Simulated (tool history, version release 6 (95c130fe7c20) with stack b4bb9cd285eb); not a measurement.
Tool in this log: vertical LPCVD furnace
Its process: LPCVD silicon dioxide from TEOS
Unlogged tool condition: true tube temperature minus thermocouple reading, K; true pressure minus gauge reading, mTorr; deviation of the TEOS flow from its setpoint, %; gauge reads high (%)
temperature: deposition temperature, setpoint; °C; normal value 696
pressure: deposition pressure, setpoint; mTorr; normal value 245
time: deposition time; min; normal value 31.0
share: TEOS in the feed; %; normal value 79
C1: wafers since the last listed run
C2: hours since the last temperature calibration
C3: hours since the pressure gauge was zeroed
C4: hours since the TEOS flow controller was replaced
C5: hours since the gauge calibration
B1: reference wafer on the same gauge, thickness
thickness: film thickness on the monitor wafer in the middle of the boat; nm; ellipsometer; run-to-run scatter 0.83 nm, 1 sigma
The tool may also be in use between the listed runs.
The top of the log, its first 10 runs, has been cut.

Run 11, hour 212.5: usual settings but temperature 706 °C, pressure 280 mTorr, time 27.0 min, share 66 %; C1 337; C2 96.8; C3 3622.9; C4 6860.2; C5 1343.5; B1 213.87. Result: thickness 236.94 nm.
Run 12, hour 232.5: usual settings but temperature 707 °C, pressure 195 mTorr; C1 311; C2 116.8; C3 3642.9; C4 6880.2; C5 1363.5; B1 213.86. Result: thickness 255.47 nm.
Run 13, hour 267.1: usual settings; C1 538; C2 151.4; C3 3677.5; C4 6914.8; C5 1398.1; B1 214.26. Result: thickness 221.60 nm.
At hour 296.9: thermocouples replaced and temperature profile calibrated, repeated, since the last time left the tool worse.
Run 14, hour 298.0: usual settings but time 23.0 min; C1 107; C2 1.1; C3 3708.4; C4 6945.7; C5 1429.0; B1 213.91. Result: thickness 146.00 nm.
Run 15, hour 322.6: usual settings; C1 382; C2 25.7; C3 3733.0; C4 6970.3; C5 1453.6; B1 214.20. Result: thickness 196.70 nm.
Run 16, hour 338.4: usual settings but time 24.0 min, share 93 %; C1 245; C2 41.5; C3 3748.8; C4 6986.1; C5 1469.4; B1 214.09. Result: thickness 166.75 nm.
Run 17, hour 364.3: usual settings; C1 403; C2 67.4; C3 3774.7; C4 7012.0; C5 1495.3; B1 214.26. Result: thickness 199.65 nm.
Run 18, hour 387.3: usual settings but temperature 707 °C, share 74 %; C1 357; C2 90.4; C3 3797.7; C4 7035.0; C5 1518.3; B1 213.76. Result: thickness 246.60 nm.
Run 19, hour 408.4: usual settings; C1 328; C2 111.5; C3 3818.8; C4 7056.1; C5 1539.4; B1 214.34. Result: thickness 199.63 nm.
At hour 482.7: pressure gauge zeroed.
At hour 500.9: gauge calibrated.
Run 20, hour 510.4: usual settings; C1 1213; C2 213.5; C3 27.7; C4 7158.1; C5 9.5; B1 214.03. Result: thickness 198.94 nm.
Run 21, hour 540.2: usual settings; C1 463; C2 243.3; C3 57.5; C4 7187.9; C5 39.3; B1 214.25. Result: thickness 199.17 nm.
Run 22, hour 561.8: usual settings but temperature 706 °C, share 92 %; C1 336; C2 264.9; C3 79.1; C4 7209.5; C5 60.9; B1 214.05. Result: thickness 271.25 nm.
At hour 600.2: TEOS flow controller replaced.
Run 23, hour 600.7: usual settings but pressure 260 mTorr, share 90 %; C1 231; C2 303.8; C3 118.0; C4 0.5; C5 99.8; B1 214.12. Result: thickness 220.85 nm.
Run 24, hour 606.3: usual settings but share 75 %; C1 87; C2 309.4; C3 123.6; C4 6.1; C5 105.4; B1 213.69. Result: thickness 196.56 nm.
Run 25, hour 641.7: usual settings; C1 550; C2 344.8; C3 159.0; C4 41.5; C5 140.8; B1 214.01. Result: thickness 200.67 nm.
Run 26, hour 665.1: usual settings but pressure 215 mTorr, share 84 %; C1 364; C2 368.2; C3 182.4; C4 64.9; C5 164.2; B1 214.06. Result: thickness 196.78 nm.
Run 27, hour 693.0: usual settings; C1 434; C2 396.1; C3 210.3; C4 92.8; C5 192.1; B1 213.93. Result: thickness 201.21 nm.
Run 28, hour 782.9: usual settings but temperature 701 °C, pressure 220 mTorr, time 43.0 min, share 92 %; C1 1399; C2 486.0; C3 300.2; C4 182.7; C5 282.0; B1 214.43. Result: thickness 323.64 nm.
Run 29, hour 800.5: usual settings but temperature 690 °C, time 37.0 min; C1 273; C2 503.6; C3 317.8; C4 200.3; C5 299.6; B1 214.06. Result: thickness 211.73 nm.
Run 30, hour 863.1: usual settings but pressure 270 mTorr, share 74 %; C1 974; C2 566.2; C3 380.4; C4 262.9; C5 362.2; B1 213.77. Result: thickness 207.07 nm.

5 ways to go on from here, each from the tool as it stands after run 30. What would each give?
Run A, hour 868.2: usual settings but temperature 701 °C; C1 79; C2 571.3; C3 385.5; C4 268.0; C5 367.3; B1 ?. Result: thickness ?.
Run B, hour 868.2: usual settings but temperature 690 °C, share 72 %; C1 79; C2 571.3; C3 385.5; C4 268.0; C5 367.3; B1 ?. Result: thickness ?.
Run C, hour 868.2: usual settings but temperature 700 °C, time 43.0 min; C1 79; C2 571.3; C3 385.5; C4 268.0; C5 367.3; B1 ?. Result: thickness ?.
Run D, hour 868.2: usual settings but pressure 230 mTorr; C1 79; C2 571.3; C3 385.5; C4 268.0; C5 367.3; B1 ?. Result: thickness ?.
Run E, hour 868.2: usual settings but temperature 707 °C, pressure 200 mTorr, time 43.5 min, share 66 %; C1 79; C2 571.3; C3 385.5; C4 268.0; C5 367.3; B1 ?. Result: thickness ?.

run      B1  thickness
  A  213.84     228.00
  B  213.84     168.26
  C  213.84     309.02
  D  213.84     196.66
  E  213.84     303.31
With no hidden state in the tool, these same runs would have given:
run  thickness
  A     220.59
  B     162.66
  C     298.95
  D     190.19
  E     293.56
